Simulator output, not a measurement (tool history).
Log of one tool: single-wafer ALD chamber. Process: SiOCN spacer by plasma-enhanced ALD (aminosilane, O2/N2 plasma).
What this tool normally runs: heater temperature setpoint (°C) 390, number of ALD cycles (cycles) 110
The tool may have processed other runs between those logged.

| run | hour | heater temperature setpoint (°C) | number of ALD cycles (cycles) | wafers since the last listed run | hours since the last thermocouple change | hours since the gauge calibration | read-back reference wafer on the same gauge, thickness_nm | mean film thickness on the monitor wafer (Å) |
|---|---|---|---|---|---|---|---|---|
| 1 | 0 | 390 | 110 | 0 | 1458.5 | 1320.4 | 5.815 | 71.86 |
| 2 | 37.9 | 390 | 110 | 117 | 1496.4 | 1358.3 | 5.812 | 72.28 |
| 3 | 101.1 | 390 | 110 | 196 | 1559.6 | 1421.5 | 5.811 | 72.14 |
| 4 | 145.4 | 390 | 110 | 137 | 1603.9 | 1465.8 | 5.804 | 71.88 |
| 5 | 182.4 | 390 | 110 | 114 | 1640.9 | 1502.8 | 5.81 | 72.26 |
|  | 249.1 | thermocouple changed; heater temperature recalibrated |
| 6 | 272.3 | 390 | 110 | 254 | 23.2 | 1592.7 | 5.793 | 72.07 |
| 7 | 367.5 | 390 | 110 | 295 | 118.4 | 1687.9 | 5.789 | 71.96 |
| 8 | 461.9 | 390 | 110 | 293 | 212.8 | 1782.3 | 5.789 | 71.93 |
| 9 | 501.7 | 390 | 110 | 123 | 252.6 | 1822.1 | 5.787 | 71.79 |
| 10 | 602.6 | 390 | 110 | 313 | 353.5 | 1923 | 5.791 | 71.92 |
| 11 | 665.1 | 390 | 110 | 194 | 416 | 1985.5 | 5.782 | 71.71 |
| 12 | 703.3 | 390 | 110 | 118 | 454.2 | 2023.7 | 5.767 | 71.81 |
| 13 | 800.6 | 381 | 110 | 302 | 551.5 | 2121 | 5.775 | 71.42 |
| 14 | 863.7 | 397 | 110 | 196 | 614.6 | 2184.1 | 5.768 | 71.87 |
| 15 | 940 | 395 | 110 | 237 | 690.9 | 2260.4 | 5.763 | 71.44 |
|  | 1073.2 | gauge calibrated |
| 16 | 1159.8 | 386 | 110 | 682 | 910.7 | 86.6 | 5.865 | 73.08 |
| 17 | 1215.3 | 404 | 130 | 172 | 966.2 | 142.1 | 5.857 | 84.38 |
| 18 | 1273.4 | 378 | 128 | 180 | 1024.3 | 200.2 | 5.866 | 84.71 |

Expected results for the next run?
| 19 | 1326.1 | 390 | 110 | 163 | 1077 | 252.9 | ? | ? |

For run 19 the tool returned read-back reference wafer on the same gauge, thickness_nm 5.862, mean film thickness on the monitor wafer (Å) 72.9.
Had the tool carried no hidden state, the very same run would have given mean film thickness on the monitor wafer (Å) 73.08.
